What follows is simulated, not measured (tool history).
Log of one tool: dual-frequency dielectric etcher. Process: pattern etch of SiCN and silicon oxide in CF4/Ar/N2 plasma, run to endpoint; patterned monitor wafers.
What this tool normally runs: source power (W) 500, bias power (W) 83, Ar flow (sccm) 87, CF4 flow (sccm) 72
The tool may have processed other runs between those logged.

run	day	source power (W)	bias power (W)	Ar flow (sccm)	CF4 flow (sccm)	wafers since the last listed run	hours since the last wet clean	hours since the last source power generator calibration	hours since the last bias power generator calibration	hours since the last Ar flow controller change	hours since the last CF4 flow controller change	hours since the last upper electrode change	incoming incoming film thickness, nm	endpoint time (s)
1	0	590	75	106	72	0	116.5	3922.4	4079	128.1	182.7	3010.7	17.62	17.8
2	0.738	390	68	75	55	398	134.2	3940.1	4096.7	145.8	200.4	3028.4	17.75	25.3
3	3.542	500	83	87	72	1516	201.5	4007.4	4164	213.1	267.7	3095.7	17.9	19.4
4	4.483	610	102	87	72	509	224.1	4030	4186.6	235.7	290.3	3118.3	17.78	15.6
# day 5.246: bias power generator calibrated
5	5.267	500	67	67	85	333	242.9	4048.8	0.5	254.5	309.1	3137.1	17.79	19.5
6	5.954	390	70	105	72	371	259.4	4065.3	17	271	325.6	3153.6	17.87	24.8
# day 7.621: upper electrode replaced
7	7.642	500	83	87	80	371	299.9	4105.8	57.5	311.5	366.1	0.5	17.8	19
8	8.225	590	83	87	85	315	313.9	4119.8	71.5	325.5	380.1	14.5	17.9	16.6
# day 9.688: wet clean of the chamber
9	9.708	500	65	87	72	261	0.5	4155.4	107.1	361.1	415.7	50.1	17.82	20.7
10	9.942	500	83	87	72	126	6.1	4161	112.7	366.7	421.3	55.7	17.91	19.5
11	10.592	550	83	103	72	351	21.7	4176.6	128.3	382.3	436.9	71.3	17.82	18.3
12	11.154	500	83	87	87	304	35.2	4190.1	141.8	395.8	450.4	84.8	17.67	18.6
13	12.383	500	73	77	59	664	64.7	4219.6	171.3	425.3	479.9	114.3	17.67	20.3
# day 15.658: source power generator calibrated
14	16.071	390	83	87	64	1904	153.2	9.9	259.8	513.8	568.4	202.8	17.7	23.5
15	19.833	500	98	87	72	2034	243.5	100.2	350.1	604.1	658.7	293.1	17.76	18.3
16	21.267	500	94	80	64	775	277.9	134.6	384.5	638.5	693.1	327.5	17.85	18.9
17	21.867	440	66	87	67	324	292.3	149	398.9	652.9	707.5	341.9	17.85	23
18	22.371	620	83	87	72	272	304.4	161.1	411	665	719.6	354	18	16.6
19	23.842	410	104	87	79	795	339.7	196.4	446.3	700.3	754.9	389.3	17.76	20.4
# day 25.133: wet clean of the chamber
20	25.154	470	83	76	82	169	0.5	227.9	477.8	731.8	786.4	420.8	17.93	19.7
21	25.858	500	78	87	54	380	17.4	244.8	494.7	748.7	803.3	437.7	17.49	20.5
22	26.821	500	78	87	72	520	40.5	267.9	517.8	771.8	826.4	460.8	17.78	19.7
23	27.625	500	83	75	58	434	59.8	287.2	537.1	791.1	845.7	480.1	17.73	19.7
24	28.954	500	83	87	72	718	91.7	319.1	569	823	877.6	512	17.63	19

What was the tool's hidden state at every run in the log?
etch rate over this chamber's usual, %: 0 on each run
source power that arrives over what is set, %: 0 on each run
bias power that arrives over what is set, %: 0 on each run
Ar flow that arrives over what is set, %: 0 on each run
CF4 flow that arrives over what is set, %: 0 on each run
